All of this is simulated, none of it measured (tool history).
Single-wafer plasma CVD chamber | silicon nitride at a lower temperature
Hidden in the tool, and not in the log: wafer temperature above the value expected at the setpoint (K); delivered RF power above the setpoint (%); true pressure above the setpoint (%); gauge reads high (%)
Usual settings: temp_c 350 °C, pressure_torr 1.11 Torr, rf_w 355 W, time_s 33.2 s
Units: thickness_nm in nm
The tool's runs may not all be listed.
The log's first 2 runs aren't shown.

run,hour,temp_c,pressure_torr,rf_w,time_s,wafers since the last listed run,hours since the last thermocouple change,hours since the last RF generator calibration,hours since the last manometer calibration,hours since the showerhead was replaced,hours since the gauge calibration,"read-back reference wafer on the same gauge, thickness_nm",thickness_nm
3,21.2,350,1.11,355,33.2,353,1080.4,1503.9,1054.9,7406.4,205.7,39.296,37.836
4,37.1,350,1.11,355,33.2,480,1096.3,1519.8,1070.8,7422.3,221.6,39.275,38.044
5,46.8,350,1.11,355,33.2,293,1106,1529.5,1080.5,7432,231.3,39.304,37.941
# hour 59.2: showerhead replaced
6,59.7,361,1.11,355,33.2,148,1118.9,1542.4,1093.4,0.5,244.2,39.319,37.9
7,68,361,1.11,355,33.2,251,1127.2,1550.7,1101.7,8.8,252.5,39.32,37.812
8,77.9,361,1.11,355,33.2,299,1137.1,1560.6,1111.6,18.7,262.4,39.315,37.945
9,88.2,350,1.11,400,33.2,311,1147.4,1570.9,1121.9,29,272.7,39.278,41.822
10,98.9,350,1.11,355,33.2,323,1158.1,1581.6,1132.6,39.7,283.4,39.327,38.007
11,111.5,337,0.95,285,26.9,381,1170.7,1594.2,1145.2,52.3,296,39.277,24.188
12,128.8,350,0.96,295,33.2,523,1188,1611.5,1162.5,69.6,313.3,39.29,30.979
13,136.9,350,1.11,355,31.4,244,1196.1,1619.6,1170.6,77.7,321.4,39.306,35.988
14,143,359,1.11,320,38.7,184,1202.2,1625.7,1176.7,83.8,327.5,39.33,40.487
15,153.4,350,0.97,380,33.2,314,1212.6,1636.1,1187.1,94.2,337.9,39.297,38.278
# hour 162.5: capacitance manometer re-zeroed and calibrated
16,163,350,1.11,355,33.2,48,1222.2,1645.7,0.5,103.8,347.5,39.303,37.912
17,169.6,350,0.96,295,33.2,199,1228.8,1652.3,7.1,110.4,354.1,39.25,30.657
# hour 187.5: RF generator calibrated
18,188,356,1.11,375,38,314,1247.2,0.5,25.5,128.8,372.5,39.304,48.512
19,191.3,338,1.11,355,27.2,99,1250.5,3.8,28.8,132.1,375.8,39.318,33.303
20,203.6,340,1.27,320,37,371,1262.8,16.1,41.1,144.4,388.1,39.251,43.548
# hour 204.5: gauge calibrated
21,210,340,1.19,420,35.5,193,1269.2,22.5,47.5,150.8,5.5,39.292,50.433
# hour 223.2: thermocouple changed; heater temperature recalibrated
22,223.7,350,0.86,315,31.3,172,0.5,36.2,61.2,164.5,19.2,39.278,31.582
23,227.4,350,1.37,310,28.1,111,4.2,39.9,64.9,168.2,22.9,39.327,32.852
24,233.8,350,1.11,355,28.1,193,10.6,46.3,71.3,174.6,29.3,39.301,34.174
25,244.6,356,1.11,375,38,326,21.4,57.1,82.1,185.4,40.1,39.35,48.03
26,261.8,350,1.11,355,33.2,520,38.6,74.3,99.3,202.6,57.3,39.301,40.227
27,268.8,350,1.11,355,33.2,211,45.6,81.3,106.3,209.6,64.3,39.293,40.036

Forecast run 28:
28,277.2,350,1.11,355,33.2,254,54,89.7,114.7,218,72.7,?,?

read-back reference wafer on the same gauge, thickness_nm: 39.314
thickness_nm: 40.087 nm
Without the tool's hidden state the same run would have given thickness_nm 40.677 nm.
